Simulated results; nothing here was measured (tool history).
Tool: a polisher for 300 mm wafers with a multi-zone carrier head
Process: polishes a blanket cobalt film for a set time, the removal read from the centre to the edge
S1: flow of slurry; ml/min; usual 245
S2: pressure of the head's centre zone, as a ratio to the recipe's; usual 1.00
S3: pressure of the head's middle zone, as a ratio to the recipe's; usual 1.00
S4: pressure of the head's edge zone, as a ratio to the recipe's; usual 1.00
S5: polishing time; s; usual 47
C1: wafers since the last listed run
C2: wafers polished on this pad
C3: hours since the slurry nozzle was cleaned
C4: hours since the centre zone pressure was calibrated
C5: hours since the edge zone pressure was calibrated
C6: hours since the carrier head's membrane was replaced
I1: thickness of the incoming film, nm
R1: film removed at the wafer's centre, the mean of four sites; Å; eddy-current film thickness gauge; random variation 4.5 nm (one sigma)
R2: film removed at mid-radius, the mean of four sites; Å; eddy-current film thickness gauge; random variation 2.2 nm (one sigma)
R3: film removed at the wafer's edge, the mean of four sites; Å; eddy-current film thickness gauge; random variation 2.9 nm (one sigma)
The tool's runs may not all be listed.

run,hour,S1,S2,S3,S4,S5,C1,C2,C3,C4,C5,C6,I1,R1,R2,R3
1,0.0,195,1.00,1.00,1.00,37,0,3613,790.4,744.2,302.1,405.0,1380.4,2386,2353,2390
# hour 53.9: centre zone pressure recalibrated
2,60.5,315,1.00,0.93,1.00,47,862,4475,850.9,6.6,362.6,465.5,1424.7,3244,2916,3105
3,92.5,245,1.00,1.00,1.00,47,471,4947,882.9,38.6,394.6,497.5,1402.2,3113,3008,3008
# hour 96.9: slurry nozzle cleaned
# hour 183.9: worn pad replaced by a new one
4,269.6,245,1.00,1.00,1.00,47,2537,1263,172.7,215.7,571.7,674.6,1421.0,3374,3187,3194
5,341.1,245,1.00,1.00,1.00,47,1054,2317,244.2,287.2,643.2,746.1,1409.8,3259,3170,3103
6,366.4,245,1.00,1.00,1.00,42,373,2690,269.5,312.5,668.5,771.4,1417.3,2860,2754,2787
7,410.6,245,1.11,1.00,1.11,55,651,3342,313.7,356.7,712.7,815.6,1431.8,4061,3612,3784
# hour 476.3: edge zone pressure recalibrated
8,481.1,245,1.00,1.00,1.00,47,1010,4352,384.2,427.2,4.8,886.1,1402.8,3084,3032,3036
9,527.6,330,1.06,0.88,1.00,37,685,5038,430.7,473.7,51.3,932.6,1425.4,2725,2200,2426
10,573.5,245,1.00,1.00,1.00,61,676,5714,476.6,519.6,97.2,978.5,1410.5,3925,3889,3845
# hour 617.8: worn pad replaced by a new one
11,636.1,245,1.00,1.06,1.00,42,864,270,539.2,582.2,159.8,1041.1,1412.3,2893,3016,2860
# hour 646.5: carrier head's membrane replaced by a new one
12,676.9,245,0.92,1.09,1.00,35,527,798,580.0,623.0,200.6,30.4,1395.1,2298,2559,2400
13,735.6,245,1.10,1.08,1.00,34,865,1663,638.7,681.7,259.3,89.1,1393.3,2536,2433,2262
14,806.8,245,1.00,1.00,1.00,47,1049,2713,709.9,752.9,330.5,160.3,1417.8,3188,3092,3101
15,845.8,245,1.00,1.00,1.00,47,575,3288,748.9,791.9,369.5,199.3,1399.3,3101,3090,3070
16,884.0,245,1.00,1.00,1.00,47,563,3851,787.1,830.1,407.7,237.5,1438.4,3087,3050,3072
17,909.2,245,1.00,1.00,1.00,47,371,4223,812.3,855.3,432.9,262.7,1414.4,3137,3009,3043
# hour 918.5: centre zone pressure recalibrated
# hour 945.9: slurry nozzle cleaned
18,958.2,245,1.00,1.00,1.00,47,678,4901,12.3,39.7,481.9,311.7,1404.7,3036,2983,2944
19,992.0,205,1.00,1.08,1.00,43,498,5399,46.1,73.5,515.7,345.5,1408.5,2754,2820,2635
20,1031.4,185,1.03,0.91,1.00,56,580,5980,85.5,112.9,555.1,384.9,1394.5,3533,3134,3359
21,1058.1,245,0.93,1.00,1.11,47,393,6374,112.2,139.6,581.8,411.6,1432.1,2845,2896,3082
# hour 1085.4: worn pad replaced by a new one
22,1096.5,245,1.00,1.00,1.00,47,507,164,150.6,178.0,620.2,450.0,1402.8,3289,3245,3241
23,1143.9,245,1.12,1.11,1.11,47,698,862,198.0,225.4,667.6,497.4,1421.8,3629,3523,3319

Hidden state at the last listed run before each entry between runs and at the first one after, where it differs:
Between runs 1 and 2: centre zone pressure recalibrated (hour 53.9)
  removal rate lost through wear of the pad, %: 6.03 -> 7.35
  measured less the result without the state, R1: -153 -> -257 Å; R2: -151 -> -231 Å; R3: -153 -> -246 Å
Between runs 3 and 4: slurry nozzle cleaned (hour 96.9); worn pad replaced by a new one (hour 183.9)
  removal rate lost through wear of the pad, %: 8.05 -> 2.24
  measured less the result without the state, R1: -273 -> -77 Å; R2: -263 -> -72 Å; R3: -264 -> -73 Å
Between runs 7 and 8: edge zone pressure recalibrated (hour 476.3)
  removal rate lost through wear of the pad, %: 5.32 -> 6.86
  measured less the result without the state, R1: -228 -> -227 Å; R2: -203 -> -224 Å; R3: -212 -> -224 Å
Between runs 10 and 11: worn pad replaced by a new one (hour 617.8)
  removal rate lost through wear of the pad, %: 8.89 -> 1.31
  measured less the result without the state, R1: -383 -> -38 Å; R2: -379 -> -40 Å; R3: -375 -> -38 Å
Between runs 11 and 12: carrier head's membrane replaced by a new one (hour 646.5)
  removal rate lost through wear of the pad, %: 1.31 -> 2.2
  measured less the result without the state, R1: -38 -> -52 Å; R2: -40 -> -58 Å; R3: -38 -> -54 Å
Between runs 17 and 18: centre zone pressure recalibrated (hour 918.5); slurry nozzle cleaned (hour 945.9)
  removal rate lost through wear of the pad, %: 7.28 -> 8.36
  measured less the result without the state, R1: -246 -> -277 Å; R2: -236 -> -272 Å; R3: -239 -> -268 Å
Between runs 21 and 22: worn pad replaced by a new one (hour 1085.4)
  removal rate lost through wear of the pad, %: 10.5 -> 0.805
  measured less the result without the state, R1: -336 -> -27 Å; R2: -342 -> -26 Å; R3: -363 -> -26 Å
